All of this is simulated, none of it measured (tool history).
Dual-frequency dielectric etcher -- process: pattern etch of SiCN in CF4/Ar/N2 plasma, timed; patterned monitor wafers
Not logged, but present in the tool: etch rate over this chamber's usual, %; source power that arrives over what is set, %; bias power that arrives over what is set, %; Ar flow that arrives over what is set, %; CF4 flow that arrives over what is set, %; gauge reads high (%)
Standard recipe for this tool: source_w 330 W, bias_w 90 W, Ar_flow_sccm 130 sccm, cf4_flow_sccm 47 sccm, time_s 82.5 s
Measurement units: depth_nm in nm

| run | day | source_w | bias_w | Ar_flow_sccm | cf4_flow_sccm | time_s | wafers since the last listed run | hours since the last wet clean | hours since the last source power generator calibration | hours since the last bias power generator calibration | hours since the last Ar flow controller change | hours since the last CF4 flow controller change | hours since the last upper electrode change | hours since the gauge calibration | read-back reference wafer on the same gauge, depth_nm | depth_nm |
|---|---|---|---|---|---|---|---|---|---|---|---|---|---|---|---|---|
| 1 | 0.000 | 330 | 90 | 130 | 47 | 82.5 | 0 | 338.3 | 3854.2 | 4237.4 | 3923.8 | 3901.3 | 2465.7 | 883.2 | 44.1 | 57.2 |
| 2 | 3.871 | 330 | 90 | 130 | 47 | 82.5 | 1059 | 431.2 | 3947.1 | 4330.3 | 4016.7 | 3994.2 | 2558.6 | 976.1 | 44.1 | 56.8 |
| 3 | 5.550 | 330 | 90 | 130 | 47 | 82.5 | 459 | 471.5 | 3987.4 | 4370.6 | 4057.0 | 4034.5 | 2598.9 | 1016.4 | 44.1 | 56.8 |
|  | 8.150 | wet clean of the chamber |
| 4 | 9.542 | 330 | 90 | 130 | 47 | 82.5 | 818 | 33.4 | 4083.2 | 4466.4 | 4152.8 | 4130.3 | 2694.7 | 1112.2 | 44.1 | 57.1 |
| 5 | 11.488 | 330 | 77 | 130 | 47 | 93.5 | 532 | 80.1 | 4129.9 | 4513.1 | 4199.5 | 4177.0 | 2741.4 | 1158.9 | 44.1 | 60.0 |
| 6 | 15.158 | 330 | 90 | 130 | 47 | 82.5 | 1004 | 168.2 | 4218.0 | 4601.2 | 4287.6 | 4265.1 | 2829.5 | 1247.0 | 44.1 | 57.0 |
|  | 17.567 | Ar flow controller replaced |
| 7 | 21.233 | 330 | 90 | 130 | 47 | 82.5 | 1593 | 314.0 | 4363.8 | 4747.0 | 88.0 | 4410.9 | 2975.3 | 1392.8 | 44.1 | 56.9 |
| 8 | 22.833 | 330 | 90 | 130 | 47 | 82.5 | 437 | 352.4 | 4402.2 | 4785.4 | 126.4 | 4449.3 | 3013.7 | 1431.2 | 44.1 | 57.0 |
|  | 24.104 | source power generator calibrated |
| 9 | 24.538 | 350 | 90 | 130 | 47 | 82.5 | 420 | 393.3 | 10.4 | 4826.3 | 167.3 | 4490.2 | 3054.6 | 1472.1 | 44.1 | 58.2 |
|  | 29.850 | gauge calibrated |
|  | 31.046 | wet clean of the chamber |
| 10 | 32.662 | 360 | 90 | 130 | 47 | 99.0 | 1949 | 38.8 | 205.4 | 5021.3 | 362.3 | 4685.2 | 3249.6 | 67.5 | 44.1 | 72.2 |
|  | 36.450 | upper electrode replaced, of another model than before |
| 11 | 36.471 | 350 | 90 | 130 | 47 | 82.5 | 768 | 130.2 | 296.8 | 5112.7 | 453.7 | 4776.6 | 0.5 | 158.9 | 44.1 | 61.4 |
| 12 | 38.321 | 330 | 90 | 130 | 38 | 82.5 | 506 | 174.6 | 341.2 | 5157.1 | 498.1 | 4821.0 | 44.9 | 203.3 | 44.1 | 54.5 |
| 13 | 41.167 | 390 | 112 | 141 | 47 | 82.5 | 778 | 242.9 | 409.5 | 5225.4 | 566.4 | 4889.3 | 113.2 | 271.6 | 44.1 | 76.5 |
|  | 42.062 | CF4 flow controller replaced |
|  | 42.850 | bias power generator calibrated |
| 14 | 44.367 | 330 | 90 | 130 | 40 | 82.5 | 761 | 319.7 | 486.3 | 36.4 | 643.2 | 55.3 | 190.0 | 348.4 | 44.1 | 55.4 |
| 15 | 46.925 | 330 | 105 | 130 | 47 | 57.5 | 700 | 381.1 | 547.7 | 97.8 | 704.6 | 116.7 | 251.4 | 409.8 | 44.1 | 42.0 |
| 16 | 48.658 | 330 | 106 | 130 | 47 | 64.5 | 474 | 422.7 | 589.3 | 139.4 | 746.2 | 158.3 | 293.0 | 451.4 | 44.1 | 47.0 |
| 17 | 53.058 | 330 | 90 | 130 | 47 | 82.5 | 1204 | 528.3 | 694.9 | 245.0 | 851.8 | 263.9 | 398.6 | 557.0 | 44.1 | 57.3 |
|  | 54.258 | wet clean of the chamber |
| 18 | 54.850 | 310 | 104 | 106 | 47 | 105.5 | 216 | 14.2 | 737.9 | 288.0 | 894.8 | 306.9 | 441.6 | 600.0 | 44.1 | 71.9 |
| 19 | 59.000 | 370 | 99 | 130 | 53 | 72.0 | 1135 | 113.8 | 837.5 | 387.6 | 994.4 | 406.5 | 541.2 | 699.6 | 44.1 | 62.5 |
| 20 | 62.354 | 330 | 90 | 111 | 47 | 82.5 | 917 | 194.3 | 918.0 | 468.1 | 1074.9 | 487.0 | 621.7 | 780.1 | 44.1 | 58.7 |
| 21 | 63.917 | 330 | 90 | 130 | 47 | 82.5 | 427 | 231.8 | 955.5 | 505.6 | 1112.4 | 524.5 | 659.2 | 817.6 | 44.1 | 57.2 |
| 22 | 66.817 | 330 | 90 | 144 | 47 | 82.5 | 793 | 301.4 | 1025.1 | 575.2 | 1182.0 | 594.1 | 728.8 | 887.2 | 44.1 | 56.9 |

Below are 3 alternative next runs, each starting from the tool's condition after run 22. Predict each:
| A | 66.833 | 330 | 90 | 130 | 47 | 82.5 | 4 | 301.8 | 1025.5 | 575.6 | 1182.4 | 594.5 | 729.2 | 887.6 | ? | ? |
| B | 66.833 | 310 | 111 | 130 | 47 | 82.5 | 4 | 301.8 | 1025.5 | 575.6 | 1182.4 | 594.5 | 729.2 | 887.6 | ? | ? |
| C | 66.833 | 260 | 97 | 130 | 57 | 74.0 | 4 | 301.8 | 1025.5 | 575.6 | 1182.4 | 594.5 | 729.2 | 887.6 | ? | ? |

| run | read-back reference wafer on the same gauge, depth_nm | depth_nm |
|---|---|---|
| A | 44.1 | 57.8 |
| B | 44.1 | 56.7 |
| C | 44.1 | 36.6 |
Had the tool no hidden state, the same runs would have come out as:
| run | depth_nm |
|---|---|
| A | 55.1 |
| B | 54.0 |
| C | 34.9 |
